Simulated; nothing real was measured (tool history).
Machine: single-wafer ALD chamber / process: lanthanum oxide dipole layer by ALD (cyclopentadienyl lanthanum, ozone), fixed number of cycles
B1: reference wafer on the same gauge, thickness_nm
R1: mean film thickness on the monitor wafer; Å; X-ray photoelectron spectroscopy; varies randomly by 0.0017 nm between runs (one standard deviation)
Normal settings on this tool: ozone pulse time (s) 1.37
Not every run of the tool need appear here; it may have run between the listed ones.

run 1 day=0.000 | ozone_pulse_time_(s)=1.37 | B1=0.584 | R1=4.95
run 2 day=2.104 | ozone_pulse_time_(s)=1.37 | B1=0.585 | R1=4.96
run 3 day=4.667 | ozone_pulse_time_(s)=1.37 | B1=0.584 | R1=4.98
run 4 day=6.283 | ozone_pulse_time_(s)=1.19 | B1=0.584 | R1=4.68
run 5 day=9.525 | ozone_pulse_time_(s)=1.19 | B1=0.584 | R1=4.64
-- day=10.021 thermocouple changed; heater temperature recalibrated
run 6 day=12.838 | ozone_pulse_time_(s)=1.37 | B1=0.584 | R1=4.97
run 7 day=15.362 | ozone_pulse_time_(s)=1.37 | B1=0.584 | R1=4.94
run 8 day=18.971 | ozone_pulse_time_(s)=1.37 | B1=0.584 | R1=4.95
run 9 day=21.567 | ozone_pulse_time_(s)=0.99 | B1=0.584 | R1=4.18
run 10 day=24.050 | ozone_pulse_time_(s)=0.99 | B1=0.584 | R1=4.17
run 11 day=25.788 | ozone_pulse_time_(s)=1.75 | B1=0.584 | R1=5.22
-- day=26.188 showerhead replaced
run 12 day=31.108 | ozone_pulse_time_(s)=1.37 | B1=0.584 | R1=4.89
run 13 day=32.692 | ozone_pulse_time_(s)=1.86 | B1=0.584 | R1=5.29
-- day=33.433 ozone generator serviced
run 14 day=34.654 | ozone_pulse_time_(s)=1.03 | B1=0.584 | R1=4.54
run 15 day=38.246 | ozone_pulse_time_(s)=1.08 | B1=0.584 | R1=4.62
-- day=41.662 gauge calibrated
run 16 day=41.850 | ozone_pulse_time_(s)=0.97 | B1=0.584 | R1=4.29
run 17 day=43.946 | ozone_pulse_time_(s)=1.69 | B1=0.584 | R1=5.30
run 18 day=46.038 | ozone_pulse_time_(s)=1.84 | B1=0.584 | R1=5.37
run 19 day=49.108 | ozone_pulse_time_(s)=1.73 | B1=0.584 | R1=5.28
run 20 day=51.929 | ozone_pulse_time_(s)=0.92 | B1=0.584 | R1=4.05
run 21 day=54.904 | ozone_pulse_time_(s)=1.02 | B1=0.584 | R1=4.37
run 22 day=57.288 | ozone_pulse_time_(s)=1.80 | B1=0.584 | R1=5.30
run 23 day=61.550 | ozone_pulse_time_(s)=1.81 | B1=0.584 | R1=5.32
run 24 day=63.108 | ozone_pulse_time_(s)=1.37 | B1=0.584 | R1=4.99
run 25 day=66.500 | ozone_pulse_time_(s)=1.18 | B1=0.584 | R1=4.71
run 26 day=69.554 | ozone_pulse_time_(s)=0.94 | B1=0.584 | R1=4.04
run 27 day=71.596 | ozone_pulse_time_(s)=1.37 | B1=0.584 | R1=4.93
run 28 day=73.158 | ozone_pulse_time_(s)=0.83 | B1=0.584 | R1=3.62

For run 29, what comes out?
run 29 day=76.983 | ozone_pulse_time_(s)=1.14 | B1=? | R1=?

B1: 0.584
R1: 4.57 Å
Minus the tool's unlogged condition, the same run would have read R1 4.82 Å.
